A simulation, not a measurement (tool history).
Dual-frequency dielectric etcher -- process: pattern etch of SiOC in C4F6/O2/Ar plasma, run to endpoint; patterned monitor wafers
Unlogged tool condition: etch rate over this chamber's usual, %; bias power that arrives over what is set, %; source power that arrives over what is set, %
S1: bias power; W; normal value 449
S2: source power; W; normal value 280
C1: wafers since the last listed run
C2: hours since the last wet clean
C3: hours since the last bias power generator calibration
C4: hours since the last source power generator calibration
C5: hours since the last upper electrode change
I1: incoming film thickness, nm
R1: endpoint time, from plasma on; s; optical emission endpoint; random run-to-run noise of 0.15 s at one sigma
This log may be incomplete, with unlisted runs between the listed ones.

run,hour,S1,S2,C1,C2,C3,C4,C5,I1,R1
1,0.0,449,280,0,547.3,1366.5,2874.9,4495.3,52.9,20.4
# hour 54.9: wet clean of the chamber
2,79.8,449,280,574,24.9,1446.3,2954.7,4575.1,53.0,21.3
3,149.3,449,280,715,94.4,1515.8,3024.2,4644.6,53.0,20.9
4,252.3,449,280,1061,197.4,1618.8,3127.2,4747.6,52.4,20.6
5,293.5,476,280,424,238.6,1660.0,3168.4,4788.8,52.6,20.5
6,369.1,476,280,778,314.2,1735.6,3244.0,4864.4,52.3,20.1
7,442.6,449,280,757,387.7,1809.1,3317.5,4937.9,53.3,20.8
8,489.5,449,300,483,434.6,1856.0,3364.4,4984.8,52.9,20.3
9,544.0,449,300,561,489.1,1910.5,3418.9,5039.3,52.5,20.3
# hour 623.9: upper electrode replaced
10,624.4,449,280,580,569.5,1990.9,3499.3,0.5,52.2,20.4
# hour 663.3: wet clean of the chamber
11,663.8,449,280,158,0.5,2030.3,3538.7,39.9,52.8,21.2
12,705.6,449,280,430,42.3,2072.1,3580.5,81.7,52.2,20.8
13,756.0,365,340,519,92.7,2122.5,3630.9,132.1,52.8,21.8
14,831.3,543,280,775,168.0,2197.8,3706.2,207.4,52.3,19.4
15,900.7,449,280,714,237.4,2267.2,3775.6,276.8,52.4,20.7
16,965.8,420,340,670,302.5,2332.3,3840.7,341.9,53.3,20.7
17,1045.1,449,230,816,381.8,2411.6,3920.0,421.2,53.0,22.1
18,1120.2,449,280,773,456.9,2486.7,3995.1,496.3,52.5,20.8
19,1167.7,449,280,489,504.4,2534.2,4042.6,543.8,52.5,20.7
# hour 1258.1: wet clean of the chamber
20,1258.6,375,250,689,0.5,2625.1,4133.5,634.7,52.9,23.5
# hour 1331.0: source power generator calibrated
21,1358.6,357,340,988,100.5,2725.1,27.6,734.7,52.2,21.7
22,1447.7,406,310,917,189.6,2814.2,116.7,823.8,52.1,20.8
23,1490.9,449,310,445,232.8,2857.4,159.9,867.0,53.2,20.2
24,1554.2,449,280,652,296.1,2920.7,223.2,930.3,53.4,20.6
25,1645.5,378,310,940,387.4,3012.0,314.5,1021.6,52.5,21.4
26,1708.4,449,340,647,450.3,3074.9,377.4,1084.5,53.2,19.5
27,1748.1,384,250,408,490.0,3114.6,417.1,1124.2,52.4,22.7
28,1855.4,369,280,1105,597.3,3221.9,524.4,1231.5,53.3,22.4
# hour 1876.8: bias power generator calibrated
# hour 1890.9: wet clean of the chamber
29,1919.5,449,280,474,28.6,42.7,588.5,1295.6,52.0,21.0
30,2007.4,535,240,905,116.5,130.6,676.4,1383.5,52.5,20.1
31,2101.1,479,330,965,210.2,224.3,770.1,1477.2,52.8,19.3
32,2268.7,481,310,1726,377.8,391.9,937.7,1644.8,53.5,19.5
33,2372.4,474,240,1068,481.5,495.6,1041.4,1748.5,52.6,20.8
34,2454.4,390,320,844,563.5,577.6,1123.4,1830.5,52.8,21.2
35,2613.3,481,350,1636,722.4,736.5,1282.3,1989.4,52.6,18.2

Below, some changes in R1 between adjacent runs. For each, the amount present without the hidden state too (settings, incoming material, random variation) and the amount remaining for the hidden state with gauge scatter not shared by both compared results:
Run 1 -> 2: wet clean of the chamber. R1 +0.9 s: hidden state +0.7, all else +0.2.
Run 10 -> 11: wet clean of the chamber. R1 +0.8 s: hidden state +0.6, all else +0.2.
Run 19 -> 20: S1 449 -> 375, S2 280 -> 250, wet clean of the chamber. R1 +2.8 s: hidden state +0.4, all else +2.4.
Run 26 -> 27: S1 449 -> 384, S2 340 -> 250. R1 +3.2 s: hidden state -0.2, all else +3.4.
Run 28 -> 29: S1 369 -> 449, bias power generator calibrated, wet clean of the chamber. R1 -1.4 s: hidden state +0.7, all else -2.1.
Run 34 -> 35: S1 390 -> 481, S2 320 -> 350. R1 -3.0 s: hidden state +0.0, all else -3.0.
